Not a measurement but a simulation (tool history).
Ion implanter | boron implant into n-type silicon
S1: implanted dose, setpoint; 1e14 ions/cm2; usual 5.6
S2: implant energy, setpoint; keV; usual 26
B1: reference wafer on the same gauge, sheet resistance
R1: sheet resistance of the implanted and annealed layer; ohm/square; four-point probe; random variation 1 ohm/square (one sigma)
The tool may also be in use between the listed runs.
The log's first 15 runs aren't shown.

Run 16, day 30.588: usual settings; B1 247.07. Result: R1 207.9 ohm/square.
Run 17, day 33.442: usual settings but S1 6.24 1e14 ions/cm2, S2 22 keV; B1 247.06. Result: R1 193.74 ohm/square.
At day 35.696: extraction supply calibrated.
Run 18, day 37.788: usual settings but S1 6.45 1e14 ions/cm2, S2 23.5 keV; B1 246.36. Result: R1 188.57 ohm/square.
At day 40.217: Faraday cup replaced and dose calibrated, repeated, since the last time left the tool worse.
Run 19, day 40.304: usual settings; B1 246.99. Result: R1 214.28 ohm/square.
At day 41.029: gauge calibrated.
Run 20, day 47.358: usual settings but S1 6.73 1e14 ions/cm2, S2 32 keV; B1 246.34. Result: R1 187 ohm/square.
Run 21, day 50.008: usual settings but S1 4.68 1e14 ions/cm2, S2 29.5 keV; B1 247.5. Result: R1 250.32 ohm/square.
Run 22, day 51.546: usual settings but S1 4.75 1e14 ions/cm2, S2 32 keV; B1 246.86. Result: R1 246.62 ohm/square.
Run 23, day 53.471: usual settings; B1 246.68. Result: R1 219.92 ohm/square.
Run 24, day 54.562: usual settings but S1 4.45 1e14 ions/cm2; B1 246.63. Result: R1 266.27 ohm/square.
Run 25, day 57.079: usual settings but S1 6.11 1e14 ions/cm2, S2 20.5 keV; B1 247.32. Result: R1 208.85 ohm/square.
Run 26, day 58.488: usual settings; B1 247.03. Result: R1 219.84 ohm/square.
Run 27, day 59.862: usual settings but S2 33 keV; B1 247.26. Result: R1 218.16 ohm/square.
At day 62.596: Faraday cup replaced and dose calibrated.
Run 28, day 62.808: usual settings; B1 247.24. Result: R1 217.23 ohm/square.
Run 29, day 64.946: usual settings but S1 6.13 1e14 ions/cm2, S2 32.5 keV; B1 246.35. Result: R1 200.73 ohm/square.
Run 30, day 66.283: usual settings but S1 5.12 1e14 ions/cm2; B1 247.23. Result: R1 236.55 ohm/square.
Run 31, day 67.938: usual settings but S1 4.41 1e14 ions/cm2, S2 17 keV; B1 247.39. Result: R1 272.3 ohm/square.
Run 32, day 70.017: usual settings; B1 247.06. Result: R1 220.07 ohm/square.
Run 33, day 71.862: usual settings but S2 31 keV; B1 246.25. Result: R1 219.83 ohm/square.

5 ways to go on from here, each from the tool as it stands after run 33. What would each give?
Run A, day 71.879: usual settings but S2 35 keV; B1 ?. Result: R1 ?.
Run B, day 71.879: usual settings but S1 4.2 1e14 ions/cm2, S2 18 keV; B1 ?. Result: R1 ?.
Run C, day 71.879: usual settings but S1 6.53 1e14 ions/cm2, S2 29 keV; B1 ?. Result: R1 ?.
Run D, day 71.879: usual settings but S1 4.61 1e14 ions/cm2, S2 29.5 keV; B1 ?. Result: R1 ?.
Run E, day 71.879: usual settings but S1 4.48 1e14 ions/cm2, S2 29 keV; B1 ?. Result: R1 ?.

run      B1      R1
  A  247.03  218.76
  B  247.03  287.22
  C  247.03  195.42
  D  247.03  258.05
  E  247.03   264.2
Without the tool's hidden state the same runs would have given:
run      R1
  A  213.09
  B  279.83
  C  190.19
  D   251.5
  E  257.51
